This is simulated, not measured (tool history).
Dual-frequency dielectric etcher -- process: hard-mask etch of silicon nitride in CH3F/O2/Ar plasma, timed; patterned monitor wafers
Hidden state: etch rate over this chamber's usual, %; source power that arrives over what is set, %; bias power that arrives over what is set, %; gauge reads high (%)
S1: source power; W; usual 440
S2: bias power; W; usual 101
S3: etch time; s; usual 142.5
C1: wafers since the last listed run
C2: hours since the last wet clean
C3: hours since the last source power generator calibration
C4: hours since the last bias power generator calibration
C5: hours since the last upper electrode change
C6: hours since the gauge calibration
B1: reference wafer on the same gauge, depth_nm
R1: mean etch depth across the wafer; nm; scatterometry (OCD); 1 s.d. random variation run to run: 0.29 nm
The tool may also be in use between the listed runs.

run 1 hour=0.0 | S1=440 S2=101 S3=142.5 | C1=0 C2=176.9 C3=1039.9 C4=3277.5 C5=2504.3 C6=1653.6 | B1=127.9 | R1=108.4
run 2 hour=39.3 | S1=440 S2=81 S3=142.5 | C1=217 C2=216.2 C3=1079.2 C4=3316.8 C5=2543.6 C6=1692.9 | B1=127.9 | R1=97.5
run 3 hour=86.1 | S1=440 S2=81 S3=142.5 | C1=259 C2=263.0 C3=1126.0 C4=3363.6 C5=2590.4 C6=1739.7 | B1=127.9 | R1=97.3
-- hour=127.8 upper electrode replaced
run 4 hour=128.3 | S1=440 S2=91 S3=164.5 | C1=100 C2=305.2 C3=1168.2 C4=3405.8 C5=0.5 C6=1781.9 | B1=128.0 | R1=119.4
run 5 hour=169.2 | S1=370 S2=117 S3=112.5 | C1=226 C2=346.1 C3=1209.1 C4=3446.7 C5=41.4 C6=1822.8 | B1=128.0 | R1=88.9
run 6 hour=211.4 | S1=440 S2=101 S3=142.5 | C1=233 C2=388.3 C3=1251.3 C4=3488.9 C5=83.6 C6=1865.0 | B1=128.0 | R1=108.8
run 7 hour=247.7 | S1=330 S2=89 S3=142.5 | C1=200 C2=424.6 C3=1287.6 C4=3525.2 C5=119.9 C6=1901.3 | B1=128.0 | R1=95.3
run 8 hour=285.8 | S1=350 S2=125 S3=157.5 | C1=210 C2=462.7 C3=1325.7 C4=3563.3 C5=158.0 C6=1939.4 | B1=128.0 | R1=126.5
run 9 hour=329.1 | S1=440 S2=101 S3=142.5 | C1=239 C2=506.0 C3=1369.0 C4=3606.6 C5=201.3 C6=1982.7 | B1=128.0 | R1=108.3
-- hour=363.0 wet clean of the chamber
run 10 hour=363.5 | S1=440 S2=111 S3=104.5 | C1=57 C2=0.5 C3=1403.4 C4=3641.0 C5=235.7 C6=2017.1 | B1=128.1 | R1=83.5
run 11 hour=420.6 | S1=440 S2=117 S3=142.5 | C1=316 C2=57.6 C3=1460.5 C4=3698.1 C5=292.8 C6=2074.2 | B1=128.0 | R1=116.9
run 12 hour=632.1 | S1=370 S2=88 S3=142.5 | C1=1170 C2=269.1 C3=1672.0 C4=3909.6 C5=504.3 C6=2285.7 | B1=127.9 | R1=96.6
-- hour=666.1 source power generator calibrated
run 13 hour=673.8 | S1=440 S2=101 S3=142.5 | C1=208 C2=310.8 C3=7.7 C4=3951.3 C5=546.0 C6=2327.4 | B1=128.0 | R1=110.2
run 14 hour=733.2 | S1=440 S2=101 S3=142.5 | C1=328 C2=370.2 C3=67.1 C4=4010.7 C5=605.4 C6=2386.8 | B1=128.0 | R1=109.6
run 15 hour=761.7 | S1=440 S2=91 S3=119.5 | C1=157 C2=398.7 C3=95.6 C4=4039.2 C5=633.9 C6=2415.3 | B1=127.9 | R1=86.9
run 16 hour=786.5 | S1=440 S2=101 S3=176.0 | C1=137 C2=423.5 C3=120.4 C4=4064.0 C5=658.7 C6=2440.1 | B1=128.0 | R1=135.4
-- hour=809.1 gauge calibrated
-- hour=852.7 wet clean of the chamber
run 17 hour=854.7 | S1=440 S2=95 S3=142.5 | C1=244 C2=2.0 C3=188.6 C4=4132.2 C5=726.9 C6=45.6 | B1=128.0 | R1=105.7
run 18 hour=906.5 | S1=440 S2=101 S3=142.5 | C1=286 C2=53.8 C3=240.4 C4=4184.0 C5=778.7 C6=97.4 | B1=128.0 | R1=109.2
-- hour=923.7 bias power generator calibrated
run 19 hour=933.6 | S1=340 S2=118 S3=154.0 | C1=127 C2=80.9 C3=267.5 C4=9.9 C5=805.8 C6=124.5 | B1=128.0 | R1=121.8
run 20 hour=1022.3 | S1=440 S2=101 S3=142.5 | C1=490 C2=169.6 C3=356.2 C4=98.6 C5=894.5 C6=213.2 | B1=127.9 | R1=111.0
run 21 hour=1092.6 | S1=470 S2=91 S3=128.0 | C1=389 C2=239.9 C3=426.5 C4=168.9 C5=964.8 C6=283.5 | B1=127.9 | R1=96.3
run 22 hour=1137.9 | S1=520 S2=86 S3=142.5 | C1=250 C2=285.2 C3=471.8 C4=214.2 C5=1010.1 C6=328.8 | B1=128.0 | R1=106.7
run 23 hour=1189.6 | S1=440 S2=101 S3=142.5 | C1=286 C2=336.9 C3=523.5 C4=265.9 C5=1061.8 C6=380.5 | B1=128.0 | R1=111.0
run 24 hour=1244.8 | S1=440 S2=77 S3=142.5 | C1=305 C2=392.1 C3=578.7 C4=321.1 C5=1117.0 C6=435.7 | B1=128.0 | R1=96.3
-- hour=1295.2 wet clean of the chamber
run 25 hour=1316.0 | S1=520 S2=93 S3=181.0 | C1=261 C2=20.8 C3=649.9 C4=392.3 C5=1188.2 C6=506.9 | B1=127.9 | R1=140.9
run 26 hour=1384.7 | S1=440 S2=101 S3=142.5 | C1=380 C2=89.5 C3=718.6 C4=461.0 C5=1256.9 C6=575.6 | B1=127.9 | R1=110.3
run 27 hour=1445.9 | S1=370 S2=115 S3=176.0 | C1=338 C2=150.7 C3=779.8 C4=522.2 C5=1318.1 C6=636.8 | B1=128.0 | R1=139.6
run 28 hour=1479.8 | S1=440 S2=101 S3=142.5 | C1=187 C2=184.6 C3=813.7 C4=556.1 C5=1352.0 C6=670.7 | B1=128.0 | R1=110.5

Each row is a separate what-if for the run after 28, all from the same tool condition, not one after another. Results?
run A hour=1480.3 | S1=440 S2=101 S3=158.5 | C1=2 C2=185.1 C3=814.2 C4=556.6 C5=1352.5 C6=671.2 | B1=? | R1=?
run B hour=1480.3 | S1=440 S2=101 S3=111.0 | C1=2 C2=185.1 C3=814.2 C4=556.6 C5=1352.5 C6=671.2 | B1=? | R1=?
run C hour=1480.3 | S1=540 S2=122 S3=178.0 | C1=2 C2=185.1 C3=814.2 C4=556.6 C5=1352.5 C6=671.2 | B1=? | R1=?
run D hour=1480.3 | S1=370 S2=80 S3=114.5 | C1=2 C2=185.1 C3=814.2 C4=556.6 C5=1352.5 C6=671.2 | B1=? | R1=?
run E hour=1480.3 | S1=380 S2=93 S3=142.5 | C1=2 C2=185.1 C3=814.2 C4=556.6 C5=1352.5 C6=671.2 | B1=? | R1=?

run=A B1=128.1 R1=122.9
run=B B1=128.1 R1=86.1
run=C B1=128.1 R1=159.8
run=D B1=128.1 R1=75.5
run=E B1=128.1 R1=102.2
Had the tool no hidden state, the same runs would have come out as:
run=A R1=124.2
run=B R1=87.0
run=C R1=161.5
run=D R1=76.4
run=E R1=103.3

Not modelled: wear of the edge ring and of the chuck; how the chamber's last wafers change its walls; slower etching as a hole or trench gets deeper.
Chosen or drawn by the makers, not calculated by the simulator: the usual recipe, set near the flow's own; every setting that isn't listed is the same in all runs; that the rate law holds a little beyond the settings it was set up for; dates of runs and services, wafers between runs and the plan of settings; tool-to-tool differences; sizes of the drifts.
